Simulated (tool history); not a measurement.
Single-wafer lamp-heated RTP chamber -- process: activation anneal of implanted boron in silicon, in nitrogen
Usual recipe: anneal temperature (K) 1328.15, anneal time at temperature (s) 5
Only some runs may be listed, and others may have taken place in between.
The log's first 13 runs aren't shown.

| run | day | anneal temperature (K) | anneal time at temperature (s) | wafers since the last listed run | wafers since the last pyrometer calibration | wafers since the reflector plate was cleaned | hours since the gauge calibration | read-back reference wafer on the same gauge, sheet resistance | sheet resistance of the implanted and annealed layer (ohm/square) |
|---|---|---|---|---|---|---|---|---|---|
| 14 | 39.542 | 1328.15 | 5 | 1530 | 4620 | 1765 | 2222.4 | 211.83 | 197.58 |
| 15 | 42.167 | 1328.15 | 5 | 986 | 5607 | 2752 | 2285.4 | 211.82 | 197.17 |
|  | 46.575 | pyrometer window cleaned and pyrometer calibrated |
| 16 | 46.596 | 1328.15 | 5 | 1539 | 8 | 4292 | 2391.7 | 211.68 | 197.60 |
| 17 | 50.554 | 1328.15 | 5 | 1488 | 1496 | 5780 | 2486.7 | 211.69 | 197.15 |
| 18 | 53.054 | 1355.15 | 6 | 939 | 2436 | 6720 | 2546.7 | 211.47 | 195.74 |
| 19 | 56.779 | 1303.15 | 4 | 1400 | 3836 | 8121 | 2636.1 | 211.34 | 198.72 |
| 20 | 60.696 | 1328.15 | 3 | 1472 | 5309 | 9593 | 2730.1 | 211.28 | 197.54 |
|  | 61.300 | gauge calibrated |
| 21 | 62.388 | 1336.15 | 7 | 636 | 5945 | 10229 | 26.1 | 212.88 | 197.07 |
|  | 68.733 | pyrometer window cleaned and pyrometer calibrated |
|  | 71.112 | reflector plate cleaned |
| 22 | 72.425 | 1317.15 | 5 | 3523 | 1263 | 493 | 267.0 | 212.78 | 199.62 |
| 23 | 74.150 | 1328.15 | 5 | 648 | 1911 | 1142 | 308.4 | 212.83 | 198.83 |
| 24 | 78.492 | 1304.15 | 5 | 1632 | 3544 | 2774 | 412.6 | 212.84 | 199.95 |
| 25 | 81.817 | 1328.15 | 5 | 1250 | 4794 | 4024 | 492.4 | 212.80 | 198.36 |
| 26 | 84.021 | 1357.15 | 5 | 828 | 5622 | 4853 | 545.3 | 212.78 | 197.38 |
| 27 | 87.117 | 1345.15 | 3 | 1163 | 6786 | 6017 | 619.6 | 212.79 | 198.30 |
| 28 | 90.117 | 1328.15 | 7 | 1127 | 7914 | 7145 | 691.6 | 212.79 | 197.51 |
|  | 93.125 | pyrometer window cleaned and pyrometer calibrated |
| 29 | 94.450 | 1352.15 | 4 | 1503 | 498 | 8649 | 795.6 | 212.67 | 197.29 |
| 30 | 96.062 | 1313.15 | 7 | 606 | 1104 | 9255 | 834.3 | 212.78 | 198.72 |
| 31 | 99.400 | 1343.15 | 6 | 1254 | 2359 | 10510 | 914.4 | 212.70 | 197.38 |
| 32 | 102.571 | 1357.15 | 3 | 1192 | 3551 | 11702 | 990.5 | 212.70 | 197.83 |
| 33 | 105.550 | 1299.15 | 3 | 1120 | 4671 | 12822 | 1062.0 | 212.54 | 201.57 |
|  | 108.408 | reflector plate cleaned |
| 34 | 111.783 | 1328.15 | 5 | 2218 | 6889 | 1268 | 1211.6 | 212.54 | 197.84 |
| 35 | 114.267 | 1347.15 | 4 | 933 | 7823 | 2201 | 1271.2 | 212.52 | 197.97 |

Predict each of these 3 candidate next runs independently; none follows another, all start after run 35:
| A | 114.283 | 1352.15 | 5 | 6 | 7829 | 2208 | 1271.6 | ? | ? |
| B | 114.283 | 1336.15 | 8 | 6 | 7829 | 2208 | 1271.6 | ? | ? |
| C | 114.283 | 1346.15 | 7 | 6 | 7829 | 2208 | 1271.6 | ? | ? |

| run | read-back reference wafer on the same gauge, sheet resistance | sheet resistance of the implanted and annealed layer (ohm/square) |
|---|---|---|
| A | 212.49 | 196.87 |
| B | 212.49 | 196.71 |
| C | 212.49 | 196.53 |
What these runs would have given with no unlogged condition in the tool:
| run | sheet resistance of the implanted and annealed layer (ohm/square) |
|---|---|
| A | 197.33 |
| B | 197.17 |
| C | 196.99 |
